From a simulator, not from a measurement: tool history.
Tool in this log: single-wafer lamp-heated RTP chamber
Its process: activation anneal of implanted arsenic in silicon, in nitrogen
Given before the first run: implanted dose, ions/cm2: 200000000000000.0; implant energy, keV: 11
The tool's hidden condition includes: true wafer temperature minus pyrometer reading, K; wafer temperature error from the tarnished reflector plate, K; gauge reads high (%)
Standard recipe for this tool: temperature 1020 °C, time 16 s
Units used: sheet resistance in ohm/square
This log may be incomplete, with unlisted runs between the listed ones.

run	day	temperature	time	wafers since the last listed run	wafers since the last pyrometer calibration	wafers since the reflector plate was cleaned	hours since the gauge calibration	read-back reference wafer on the same gauge, sheet resistance	sheet resistance
1	0.000	996	23	0	9	4854	883.0	492.03	506.75
2	4.188	1042	16	1764	1773	6619	983.5	491.86	497.70
3	6.462	1042	16	958	2732	7577	1038.1	492.05	496.40
4	9.054	1042	16	1091	3824	8669	1100.3	491.78	496.18
5	11.658	1010	16	1097	4921	9766	1162.8	492.06	503.08
6	13.871	1010	16	932	5853	10698	1215.9	492.03	503.54
# day 14.742: reflector plate cleaned
7	16.512	1010	16	972	6825	746	1279.3	491.83	503.22
8	20.892	1020	16	1845	8671	2591	1384.4	491.83	501.04
# day 25.467: pyrometer window cleaned and pyrometer calibrated
9	25.488	1020	16	1795	8	4387	1494.7	492.06	502.92
10	27.888	1020	16	1011	1019	5398	1552.3	492.30	503.61
11	30.275	1020	16	1005	2025	6404	1609.6	492.01	502.74
12	32.833	1034	22	1077	3103	7482	1671.0	491.88	494.07
13	34.354	1034	22	640	3744	8123	1707.5	491.75	492.87
14	38.417	1020	22	1711	5455	9834	1805.0	491.57	498.54
15	40.121	1044	23	718	6173	10552	1845.9	491.82	489.03
16	41.888	1050	20	744	6918	11297	1888.3	491.90	488.24
17	45.658	993	20	1588	8506	12885	1978.8	491.67	506.12
# day 46.904: reflector plate cleaned
18	49.158	1020	16	1334	9840	949	2062.8	492.01	502.11
19	50.871	998	7	721	10562	1670	2103.9	491.66	511.57
# day 53.158: pyrometer window cleaned and pyrometer calibrated
20	54.429	1020	16	1358	535	3029	2189.3	492.16	503.87
# day 55.254: gauge calibrated
21	57.238	1020	13	1183	1718	4212	47.6	492.07	504.36
22	60.471	1020	16	1362	3080	5575	125.2	492.07	502.72
23	64.658	1010	16	1764	4845	7339	225.7	492.18	503.92
24	68.175	1020	16	1481	6326	8821	310.1	492.18	499.84
# day 71.846: reflector plate cleaned
25	71.904	1001	10	1430	7757	25	399.6	491.93	509.04
26	75.871	1049	25	1671	9428	1696	494.8	491.69	485.08
27	79.238	1035	23	1418	10847	3114	575.6	491.98	493.30
28	82.212	1020	16	1253	12100	4368	647.0	491.97	501.46
# day 83.246: pyrometer window cleaned and pyrometer calibrated
29	85.746	1041	20	1348	1054	5716	731.8	491.71	494.01
30	90.238	1020	16	1892	2946	7608	839.6	492.19	501.69
31	92.617	1011	8	1002	3948	8611	896.7	491.91	511.30
32	96.942	1020	16	1822	5771	10433	1000.5	492.20	501.69
33	100.546	1028	8	1518	7289	11951	1087.0	491.98	506.62
# day 102.679: reflector plate cleaned
34	103.467	1050	10	1090	8379	331	1157.1	492.25	498.83
35	107.850	1020	16	1846	10226	2178	1262.3	492.24	503.05
36	111.000	1028	21	1327	11553	3505	1337.9	492.16	493.77

State the hidden condition of the tool at each of the runs:
wafer temperature error from the tarnished reflector plate, K: 0 in every run
gauge reads high (%): 0 in every run
H1: true wafer temperature minus pyrometer reading, K
run	H1
1	1.01
2	5.51
3	7.24
4	8.77
5	9.93
6	10.7
7	11.4
8	12.2
9	1.35
10	4.17
11	6.35
12	8.15
13	9.01
14	10.7
15	11.3
16	11.7
17	12.5
18	12.9
19	13.1
20	2
21	4.83
22	7.2
23	9.29
24	10.4
25	11.3
26	11.9
27	12.2
28	12.5
29	2.95
30	6.61
31	7.95
32	9.67
33	10.6
34	11.2
35	11.7
36	12
